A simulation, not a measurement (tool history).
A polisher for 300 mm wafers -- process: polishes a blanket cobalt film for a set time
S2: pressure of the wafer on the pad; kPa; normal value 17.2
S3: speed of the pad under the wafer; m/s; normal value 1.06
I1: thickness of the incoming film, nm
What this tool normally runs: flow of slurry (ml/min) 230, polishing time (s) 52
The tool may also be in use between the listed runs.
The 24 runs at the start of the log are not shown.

run 25 hour=1163.3 | flow_of_slurry_(ml/min)=230 S2=18.6 S3=0.70 polishing_time_(s)=65 | I1=987.9 | film_removed_(nm)=340.9
-- hour=1355.6 head pressure recalibrated
run 26 hour=1377.4 | flow_of_slurry_(ml/min)=230 S2=17.2 S3=0.88 polishing_time_(s)=52 | I1=986.7 | film_removed_(nm)=305.5
run 27 hour=1401.5 | flow_of_slurry_(ml/min)=230 S2=17.2 S3=1.06 polishing_time_(s)=52 | I1=1001.0 | film_removed_(nm)=371.8
run 28 hour=1431.7 | flow_of_slurry_(ml/min)=230 S2=11.7 S3=1.06 polishing_time_(s)=52 | I1=985.7 | film_removed_(nm)=258.2
-- hour=1449.9 worn pad replaced by a new one
run 29 hour=1482.1 | flow_of_slurry_(ml/min)=230 S2=17.2 S3=1.06 polishing_time_(s)=52 | I1=986.0 | film_removed_(nm)=387.0
-- hour=1485.7 slurry nozzle cleaned
run 30 hour=1525.9 | flow_of_slurry_(ml/min)=170 S2=13.8 S3=1.06 polishing_time_(s)=41 | I1=1000.9 | film_removed_(nm)=237.3
run 31 hour=1593.7 | flow_of_slurry_(ml/min)=230 S2=21.4 S3=0.74 polishing_time_(s)=61 | I1=990.1 | film_removed_(nm)=406.4
run 32 hour=1629.6 | flow_of_slurry_(ml/min)=230 S2=17.2 S3=1.06 polishing_time_(s)=52 | I1=989.0 | film_removed_(nm)=405.3
run 33 hour=1666.1 | flow_of_slurry_(ml/min)=230 S2=17.2 S3=1.06 polishing_time_(s)=52 | I1=1004.6 | film_removed_(nm)=410.4
-- hour=1676.3 head pressure recalibrated
run 34 hour=1697.3 | flow_of_slurry_(ml/min)=305 S2=21.4 S3=1.16 polishing_time_(s)=44 | I1=1009.4 | film_removed_(nm)=437.3
run 35 hour=1762.6 | flow_of_slurry_(ml/min)=195 S2=17.2 S3=0.70 polishing_time_(s)=61 | I1=995.0 | film_removed_(nm)=292.3
run 36 hour=1830.0 | flow_of_slurry_(ml/min)=275 S2=23.4 S3=0.82 polishing_time_(s)=70 | I1=980.4 | film_removed_(nm)=565.2
-- hour=1878.7 worn pad replaced by a new one
run 37 hour=1886.4 | flow_of_slurry_(ml/min)=175 S2=17.2 S3=1.06 polishing_time_(s)=70 | I1=999.3 | film_removed_(nm)=522.1

Alternative continuations, all from the tool just after run 37; predict every row:
run A hour=1886.8 | flow_of_slurry_(ml/min)=230 S2=17.2 S3=1.06 polishing_time_(s)=52 | I1=993.9 | film_removed_(nm)=?
run B hour=1886.8 | flow_of_slurry_(ml/min)=230 S2=17.2 S3=0.74 polishing_time_(s)=64 | I1=993.9 | film_removed_(nm)=?
run C hour=1886.8 | flow_of_slurry_(ml/min)=165 S2=11.0 S3=1.06 polishing_time_(s)=52 | I1=993.9 | film_removed_(nm)=?
run D hour=1886.8 | flow_of_slurry_(ml/min)=230 S2=13.8 S3=1.06 polishing_time_(s)=46 | I1=993.9 | film_removed_(nm)=?

run=A film_removed_(nm)=394.3
run=B film_removed_(nm)=338.8
run=C film_removed_(nm)=242.4
run=D film_removed_(nm)=279.0
With the hidden condition removed and each run's random variation left untouched, the same runs would have given:
run=A film_removed_(nm)=368.4
run=B film_removed_(nm)=316.5
run=C film_removed_(nm)=226.5
run=D film_removed_(nm)=260.7

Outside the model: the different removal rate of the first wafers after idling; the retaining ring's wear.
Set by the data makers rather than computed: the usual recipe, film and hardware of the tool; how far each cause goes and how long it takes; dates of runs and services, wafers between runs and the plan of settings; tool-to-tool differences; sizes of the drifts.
